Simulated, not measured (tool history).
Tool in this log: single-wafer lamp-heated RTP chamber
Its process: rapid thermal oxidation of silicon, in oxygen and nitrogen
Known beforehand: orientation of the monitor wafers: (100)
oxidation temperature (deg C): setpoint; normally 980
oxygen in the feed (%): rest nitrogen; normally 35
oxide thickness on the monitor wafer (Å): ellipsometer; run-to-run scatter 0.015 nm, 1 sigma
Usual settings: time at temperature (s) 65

run	day	oxidation temperature (deg C)	time at temperature (s)	oxygen in the feed (%)	read-back reference wafer on the same gauge, thickness	oxide thickness on the monitor wafer (Å)
1	0.000	995	65	35	3.997	42.12
2	1.279	995	65	35	3.995	42.52
3	2.317	980	65	35	4.001	38.52
4	4.808	980	65	17	3.998	32.16
5	6.000	980	65	17	4.003	32.08
6	7.783	980	65	17	3.996	32.22
7	10.508	980	48	35	3.998	34.57
# day 14.888: oxygen flow controller replaced
8	14.925	980	48	35	3.996	34.68
# day 15.054: gauge calibrated
9	17.488	980	48	35	4.002	34.93
# day 19.033: pyrometer window cleaned and pyrometer calibrated
10	19.138	1002	65	35	3.994	43.49
11	20.204	991	76	54	3.995	50.02
12	21.688	980	48	35	3.994	34.20
13	23.492	980	95	17	4.001	36.11
14	24.654	1009	39	64	4.003	45.93
15	25.758	993	65	35	4.003	41.76
16	26.779	980	65	35	4.004	38.67
17	28.442	980	65	35	4.004	38.70
18	31.392	980	65	17	4.004	32.16
19	33.417	971	37	24	4.004	27.85
20	34.883	1001	38	35	4.001	35.87
21	36.417	999	49	17	3.995	32.36

Run-by-run hidden state of the tool:
deviation of the oxygen flow from its setpoint, %: 0 across all the runs
gauge reads high (%): 0 across all the runs
H1: true wafer temperature minus pyrometer reading, K
run	H1
1	1.67
2	2.32
3	2.77
4	3.62
5	3.94
6	4.32
7	4.75
8	5.17
9	5.33
10	0.078
11	0.804
12	1.65
13	2.47
14	2.9
15	3.25
16	3.52
17	3.9
18	4.39
19	4.62
20	4.75
21	4.87

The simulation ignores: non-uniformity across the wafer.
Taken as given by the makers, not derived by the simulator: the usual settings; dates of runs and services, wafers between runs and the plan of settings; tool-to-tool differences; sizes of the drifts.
